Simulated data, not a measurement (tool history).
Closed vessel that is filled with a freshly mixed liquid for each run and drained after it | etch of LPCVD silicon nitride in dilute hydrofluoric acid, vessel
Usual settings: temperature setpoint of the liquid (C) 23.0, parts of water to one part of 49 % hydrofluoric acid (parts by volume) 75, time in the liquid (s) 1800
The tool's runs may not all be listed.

| run | hour | temperature setpoint of the liquid (C) | parts of water to one part of 49 % hydrofluoric acid (parts by volume) | time in the liquid (s) | read-back film thickness of the LPCVD silicon nitride reference wafer, read on the same gauge (nm) | thickness taken off the LPCVD silicon nitride on a monitor wafer (angstrom) |
|---|---|---|---|---|---|---|
| 1 | 0.0 | 19.5 | 65 | 1800 | 130.00 | 94.6 |
| 2 | 107.8 | 19.5 | 65 | 1800 | 129.97 | 94.7 |
| 3 | 197.9 | 23.0 | 75 | 1800 | 130.00 | 104.5 |
| 4 | 260.9 | 23.0 | 75 | 1800 | 130.02 | 105.2 |
| 5 | 539.1 | 23.0 | 75 | 1800 | 130.00 | 105.5 |
| 6 | 638.9 | 23.0 | 75 | 1800 | 129.97 | 105.3 |
| 7 | 731.0 | 23.0 | 75 | 1800 | 129.99 | 105.5 |
| 8 | 812.2 | 23.0 | 75 | 1800 | 129.98 | 105.3 |
| 9 | 902.6 | 23.0 | 75 | 2120 | 130.02 | 124.5 |
| 10 | 953.1 | 24.5 | 45 | 1800 | 130.00 | 192.4 |
| 11 | 1026.5 | 23.0 | 100 | 2830 | 129.99 | 124.6 |
| 12 | 1095.2 | 23.0 | 115 | 2345 | 130.05 | 90.4 |
| 13 | 1136.9 | 20.0 | 105 | 2330 | 129.98 | 80.3 |
| 14 | 1187.3 | 23.0 | 75 | 2565 | 130.00 | 149.8 |
| 15 | 1278.6 | 23.0 | 100 | 1215 | 129.95 | 53.5 |
| 16 | 1328.0 | 27.0 | 110 | 2450 | 130.00 | 126.8 |
| 17 | 1417.9 | 23.0 | 75 | 1800 | 130.00 | 104.6 |
| 18 | 1487.6 | 20.5 | 75 | 1800 | 129.98 | 88.6 |

Not shown: 3 entries that the log had between the listed runs. Between which runs, and how does the tool's hidden state differ before and after?
Between runs 4 and 5: hydrofluoric acid flow meter replaced (hour 524.8)
  no hidden state differs between the two runs
Between runs 5 and 6: thermometer replaced (hour 567.8)
  no hidden state differs between the two runs
Between runs 6 and 7: gauge calibrated (hour 650.5)
  no hidden state differs between the two runs
